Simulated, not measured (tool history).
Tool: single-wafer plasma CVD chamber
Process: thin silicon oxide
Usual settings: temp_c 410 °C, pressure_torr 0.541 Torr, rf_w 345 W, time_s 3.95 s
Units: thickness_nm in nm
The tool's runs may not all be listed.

run,hour,temp_c,pressure_torr,rf_w,time_s,wafers since the last listed run,hours since the last thermocouple change,hours since the last RF generator calibration,hours since the last manometer calibration,hours since the showerhead was replaced,hours since the gauge calibration,"read-back reference wafer on the same gauge, thickness_nm",thickness_nm
1,0,403,0.541,345,3.95,0,1155.3,853.4,1521.7,7864.9,100.9,4.458,4.949
2,27.4,403,0.541,345,3.95,673,1182.7,880.8,1549.1,7892.3,128.3,4.459,4.956
3,47.6,402,0.541,345,3.95,496,1202.9,901,1569.3,7912.5,148.5,4.461,4.995
4,65.4,402,0.541,345,3.95,437,1220.7,918.8,1587.1,7930.3,166.3,4.467,4.926
5,91.6,410,0.541,345,3.95,644,1246.9,945,1613.3,7956.5,192.5,4.461,4.941
6,136,410,0.541,345,3.95,1091,1291.3,989.4,1657.7,8000.9,236.9,4.463,4.933
7,168.7,410,0.541,305,3.95,803,1324,1022.1,1690.4,8033.6,269.6,4.463,4.658
8,186.9,410,0.541,305,3.95,447,1342.2,1040.3,1708.6,8051.8,287.8,4.462,4.669
9,213.6,410,0.541,305,3.95,656,1368.9,1067,1735.3,8078.5,314.5,4.462,4.659
# hour 227: capacitance manometer re-zeroed and calibrated
10,236.1,410,0.541,345,3.95,356,1391.4,1089.5,9.1,8101,337,4.465,4.937
# hour 257.4: RF generator calibrated
11,270,410,0.541,345,3.95,636,1425.3,12.6,43,8134.9,370.9,4.458,4.918
12,295.2,410,0.62,395,4.54,619,1450.5,37.8,68.2,8160.1,396.1,4.466,6.84

The next listed run, before its measurement:
# hour 298.2: gauge calibrated
13,330.1,410,0.637,345,3.95,858,1485.4,72.7,103.1,8195,31.9,?,?

read-back reference wafer on the same gauge, thickness_nm: 4.456
thickness_nm: 5.786 nm
Without the tool's hidden state the same run would have given thickness_nm 5.786 nm.
